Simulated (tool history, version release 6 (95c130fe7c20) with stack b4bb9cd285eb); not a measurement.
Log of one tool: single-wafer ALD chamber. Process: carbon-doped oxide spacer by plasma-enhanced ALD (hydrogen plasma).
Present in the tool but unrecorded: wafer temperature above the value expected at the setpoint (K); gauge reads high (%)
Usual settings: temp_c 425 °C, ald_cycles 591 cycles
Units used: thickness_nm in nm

run,hour,temp_c,ald_cycles,wafers since the last listed run,hours since the last thermocouple change,hours since the gauge calibration,"read-back reference wafer on the same gauge, thickness_nm",thickness_nm
1,0.0,429,591,0,1463.6,147.3,21.402,25.766
2,35.1,429,591,15,1498.7,182.4,21.418,25.996
3,58.1,429,591,10,1521.7,205.4,21.454,26.040
4,91.4,425,591,14,1555.0,238.7,21.474,26.450
5,124.7,425,591,14,1588.3,272.0,21.480,26.334
6,143.3,425,504,8,1606.9,290.6,21.513,22.508
7,170.7,425,504,12,1634.3,318.0,21.552,22.528
8,204.4,425,591,14,1668.0,351.7,21.571,26.576
9,238.7,420,591,15,1702.3,386.0,21.628,27.116
# hour 267.2: thermocouple changed; heater temperature recalibrated
10,274.2,425,591,12,7.0,421.5,21.631,26.537
# hour 295.4: gauge calibrated
11,302.0,436,493,12,34.8,6.6,21.345,20.939
12,323.9,435,550,9,56.7,28.5,21.337,23.437
13,343.3,410,694,8,76.1,47.9,21.344,32.530

What does the tool deliver on the next run?
14,368.8,420,557,11,101.6,73.4,?,?

Logged for run 14: read-back reference wafer on the same gauge, thickness_nm 21.376, thickness_nm 25.165 nm.
Had the tool carried no hidden state, the very same run would have given thickness_nm 25.079 nm.
